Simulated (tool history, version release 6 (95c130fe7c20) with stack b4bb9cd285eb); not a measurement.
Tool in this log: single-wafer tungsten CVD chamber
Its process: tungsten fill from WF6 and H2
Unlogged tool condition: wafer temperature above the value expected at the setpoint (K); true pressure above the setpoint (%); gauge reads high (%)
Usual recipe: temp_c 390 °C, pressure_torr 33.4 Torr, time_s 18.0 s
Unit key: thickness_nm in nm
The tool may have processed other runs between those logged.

run    hour  temp_c  pressure_torr  time_s  wafers since the last listed run  hours since the last thermocouple change  hours since the last manometer calibration  hours since the showerhead was replaced  hours since the gauge calibration  read-back reference wafer on the same gauge, thickness_nm  thickness_nm
  1     0.0     390           33.4    15.2                                 0                                     478.2                                      1681.7                                   6150.5                             1146.7                                                     38.270        39.879
  2    49.7     390           33.4    15.2                              1600                                     527.9                                      1731.4                                   6200.2                             1196.4                                                     38.194        39.620
  3   107.5     390           33.4    18.0                              1861                                     585.7                                      1789.2                                   6258.0                             1254.2                                                     38.213        47.194
  4   210.2     390           33.4    18.0                              3307                                     688.4                                      1891.9                                   6360.7                             1356.9                                                     38.234        47.420
  5   296.9     390           33.4    18.0                              2792                                     775.1                                      1978.6                                   6447.4                             1443.6                                                     38.233        47.374
  6   341.8     390           33.4    18.0                              1446                                     820.0                                      2023.5                                   6492.3                             1488.5                                                     38.252        47.510
  7   394.0     390           33.4    18.0                              1681                                     872.2                                      2075.7                                   6544.5                             1540.7                                                     38.204        47.266
  8   482.4     390           33.4    18.0                              2847                                     960.6                                      2164.1                                   6632.9                             1629.1                                                     38.215        47.399
  9   726.8     390           33.4    18.0                              7871                                    1205.0                                      2408.5                                   6877.3                             1873.5                                                     38.179        47.560
      780.3  -- showerhead replaced
 10   805.6     390           36.9    20.6                              2280                                    1283.8                                      2487.3                                     25.3                             1952.3                                                     38.237        57.632
      851.2  -- capacitance manometer re-zeroed and calibrated
      898.5  -- thermocouple changed; heater temperature recalibrated
 11   908.2     390           33.4    18.0                              2789                                       9.7                                        57.0                                    127.9                             2054.9                                                     38.170        49.404
      937.2  -- gauge calibrated
 12  1015.7     390           33.4    18.0                              3462                                     117.2                                       164.5                                    235.4                               78.5                                                     38.171        50.053
 13  1075.7     390           37.9    18.0                              1932                                     177.2                                       224.5                                    295.4                              138.5                                                     38.176        53.695
 14  1149.0     390           37.9    18.0                              2360                                     250.5                                       297.8                                    368.7                              211.8                                                     38.141        54.051
 15  1216.7     390           33.4    18.0                              2180                                     318.2                                       365.5                                    436.4                              279.5                                                     38.201        50.409
 16  1322.9     390           33.4    18.0                              3420                                     424.4                                       471.7                                    542.6                              385.7                                                     38.231        50.627
 17  1366.6     383           33.4    21.2                              1407                                     468.1                                       515.4                                    586.3                              429.4                                                     38.215        51.658
 18  1411.9     390           26.6    16.1                              1458                                     513.4                                       560.7                                    631.6                              474.7                                                     38.194        40.480
 19  1489.8     380           33.4    15.4                              2508                                     591.3                                       638.6                                    709.5                              552.6                                                     38.165        34.880
 20  1529.7     390           33.4    16.1                              1285                                     631.2                                       678.5                                    749.4                              592.5                                                     38.195        45.642
     1540.9  -- thermocouple changed; heater temperature recalibrated, repeated, since the last time left the tool worse
 21  1572.2     395           27.6    14.6                              1111                                      31.3                                       721.0                                    791.9                              635.0                                                     38.144        36.825
 22  1627.3     390           33.4    18.0                              1774                                      86.4                                       776.1                                    847.0                              690.1                                                     38.183        45.702
 23  1674.2     383           36.7    19.9                              1510                                     133.3                                       823.0                                    893.9                              737.0                                                     38.176        45.651
 24  1769.6     390           33.4    18.0                              3072                                     228.7                                       918.4                                    989.3                              832.4                                                     38.211        45.986
 25  1866.3     390           33.4    18.0                              3114                                     325.4                                      1015.1                                   1086.0                              929.1                                                     38.206        45.910
 26  1910.3     383           36.9    18.0                              1417                                     369.4                                      1059.1                                   1130.0                              973.1                                                     38.212        41.537
 27  1953.6     394           33.4    18.0                              1394                                     412.7                                      1102.4                                   1173.3                             1016.4                                                     38.177        50.688
 28  2005.3     390           33.4    18.0                              1665                                     464.4                                      1154.1                                   1225.0                             1068.1                                                     38.209        46.341
 29  2044.6     384           36.9    18.0                              1265                                     503.7                                      1193.4                                   1264.3                             1107.4                                                     38.236        42.839
 30  2123.0     390           33.4    20.8                              2525                                     582.1                                      1271.8                                   1342.7                             1185.8                                                     38.176        54.183
 31  2411.1     390           33.4    18.0                              9278                                     870.2                                      1559.9                                   1630.8                             1473.9                                                     38.194        46.770
 32  2499.3     378           38.9    19.0                              2840                                     958.4                                      1648.1                                   1719.0                             1562.1                                                     38.184        40.973
 33  2541.1     390           37.2    16.0                              1346                                    1000.2                                      1689.9                                   1760.8                             1603.9                                                     38.250        44.196
 34  2593.0     378           26.5    16.3                              1671                                    1052.1                                      1741.8                                   1812.7                             1655.8                                                     38.203        28.618
 35  2646.8     401           33.4    18.0                              1732                                    1105.9                                      1795.6                                   1866.5                             1709.6                                                     38.219        59.168

What differs in the tool's unlogged condition from the final listed run ahead of each entry between runs to the first listed run following it?
From run 9 to run 10: showerhead replaced (hour 780.3)
  wafer temperature above the value expected at the setpoint (K): 1.61 -> 1.64
  the result without the hidden state subtracted from the measured one, thickness_nm: +1.617 -> +1.987 nm
From run 10 to run 11: capacitance manometer re-zeroed and calibrated (hour 851.2); thermocouple changed; heater temperature recalibrated (hour 898.5)
  wafer temperature above the value expected at the setpoint (K): 1.64 -> 3.49
  the result without the hidden state subtracted from the measured one, thickness_nm: +1.987 -> +3.553 nm
From run 11 to run 12: gauge calibrated (hour 937.2)
  wafer temperature above the value expected at the setpoint (K): 3.49 -> 3.88
  the result without the hidden state subtracted from the measured one, thickness_nm: +3.553 -> +3.979 nm
From run 20 to run 21: thermocouple changed; heater temperature recalibrated, repeated, since the last time left the tool worse (hour 1540.9)
  wafer temperature above the value expected at the setpoint (K): 4.87 -> -0.486
  the result without the hidden state subtracted from the measured one, thickness_nm: +4.507 -> -0.381 nm

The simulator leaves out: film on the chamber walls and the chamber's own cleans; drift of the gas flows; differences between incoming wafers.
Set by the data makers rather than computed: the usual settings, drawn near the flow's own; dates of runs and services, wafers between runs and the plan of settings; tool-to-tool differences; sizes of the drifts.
